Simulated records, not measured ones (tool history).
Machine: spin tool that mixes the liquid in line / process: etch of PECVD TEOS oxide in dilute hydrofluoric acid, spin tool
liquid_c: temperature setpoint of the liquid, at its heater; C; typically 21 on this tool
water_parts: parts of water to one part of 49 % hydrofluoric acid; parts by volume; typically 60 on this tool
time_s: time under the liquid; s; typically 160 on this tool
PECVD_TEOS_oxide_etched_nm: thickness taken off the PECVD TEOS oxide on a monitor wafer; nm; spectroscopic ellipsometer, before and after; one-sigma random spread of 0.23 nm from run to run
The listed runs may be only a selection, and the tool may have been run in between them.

| run | day | liquid_c | water_parts | time_s | wafers since the last listed run | hours since the thermometer was replaced | hours since the hydrofluoric acid flow meter was replaced | hours since the gauge calibration | read-back film thickness of the PECVD TEOS oxide reference wafer, read on the same gauge (nm) | PECVD_TEOS_oxide_etched_nm |
|---|---|---|---|---|---|---|---|---|---|---|
| 1 | 0 | 21 | 45 | 160 | 0 | 330.2 | 1034.4 | 618.6 | 150 | 46.64 |
| 2 | 2.546 | 21 | 45 | 160 | 325 | 391.3 | 1095.5 | 679.7 | 150.01 | 46.59 |
|  | 2.879 | gauge calibrated |
| 3 | 10.175 | 21 | 60 | 160 | 976 | 574.4 | 1278.6 | 175.1 | 150 | 34.7 |
| 4 | 11.383 | 21 | 60 | 160 | 154 | 603.4 | 1307.6 | 204.1 | 149.98 | 35.31 |
| 5 | 12.958 | 21 | 60 | 160 | 201 | 641.2 | 1345.4 | 241.9 | 149.98 | 35.18 |
| 6 | 14.771 | 21 | 60 | 160 | 231 | 684.7 | 1388.9 | 285.4 | 149.99 | 35.03 |
| 7 | 17.392 | 21 | 60 | 160 | 335 | 747.6 | 1451.8 | 348.3 | 149.97 | 34.98 |
| 8 | 20.35 | 21 | 60 | 160 | 378 | 818.6 | 1522.8 | 419.3 | 150 | 35.36 |
| 9 | 21.788 | 21 | 60 | 160 | 183 | 853.1 | 1557.3 | 453.8 | 149.98 | 35.18 |
|  | 24.571 | hydrofluoric acid flow meter replaced |
| 10 | 24.679 | 21 | 60 | 160 | 364 | 922.5 | 2.6 | 523.2 | 150.02 | 32.32 |
| 11 | 26.892 | 21 | 60 | 160 | 283 | 975.6 | 55.7 | 576.3 | 150 | 32.3 |
|  | 28.292 | thermometer replaced |
| 12 | 28.938 | 21 | 75 | 160 | 256 | 15.5 | 104.8 | 625.4 | 150 | 25.26 |
| 13 | 30.829 | 23.5 | 45 | 125 | 242 | 60.9 | 150.2 | 670.8 | 149.98 | 38.45 |
|  | 30.925 | gauge calibrated |
| 14 | 32.638 | 18.5 | 35 | 135 | 231 | 104.3 | 193.6 | 41.1 | 149.98 | 43.75 |
| 15 | 34.612 | 23.5 | 45 | 125 | 252 | 151.7 | 241 | 88.5 | 150 | 38.81 |
| 16 | 36.279 | 21 | 45 | 160 | 213 | 191.7 | 281 | 128.5 | 150.01 | 44.39 |
| 17 | 38.054 | 23.5 | 45 | 125 | 227 | 234.3 | 323.6 | 171.1 | 150 | 39.16 |
| 18 | 40.046 | 25.5 | 70 | 160 | 254 | 282.1 | 371.4 | 218.9 | 149.98 | 33.39 |
| 19 | 41.204 | 25 | 45 | 160 | 148 | 309.9 | 399.2 | 246.7 | 150 | 53.14 |
| 20 | 43.762 | 22.5 | 80 | 160 | 327 | 371.3 | 460.6 | 308.1 | 149.99 | 25.98 |
| 21 | 46.542 | 21 | 60 | 160 | 355 | 438 | 527.3 | 374.8 | 149.98 | 33.58 |
| 22 | 48.988 | 21 | 45 | 160 | 312 | 496.7 | 586 | 433.5 | 149.98 | 45.05 |
| 23 | 50.383 | 21 | 45 | 100 | 178 | 530.2 | 619.5 | 467 | 150 | 28.89 |

For each run, what was the tool's unlogged condition?
liquid hotter than its thermometer reads (K): 0 at every run
gauge reads high (%): 0 at every run
H1: hydrofluoric acid flow above the setpoint (%)
| run | H1 |
|---|---|
| 1 | 7.66 |
| 2 | 8.08 |
| 3 | 9.32 |
| 4 | 9.52 |
| 5 | 9.77 |
| 6 | 10.1 |
| 7 | 10.5 |
| 8 | 11 |
| 9 | 11.2 |
| 10 | 2.01 |
| 11 | 2.37 |
| 12 | 2.7 |
| 13 | 3.01 |
| 14 | 3.3 |
| 15 | 3.62 |
| 16 | 3.89 |
| 17 | 4.18 |
| 18 | 4.51 |
| 19 | 4.7 |
| 20 | 5.11 |
| 21 | 5.56 |
| 22 | 5.96 |
| 23 | 6.19 |
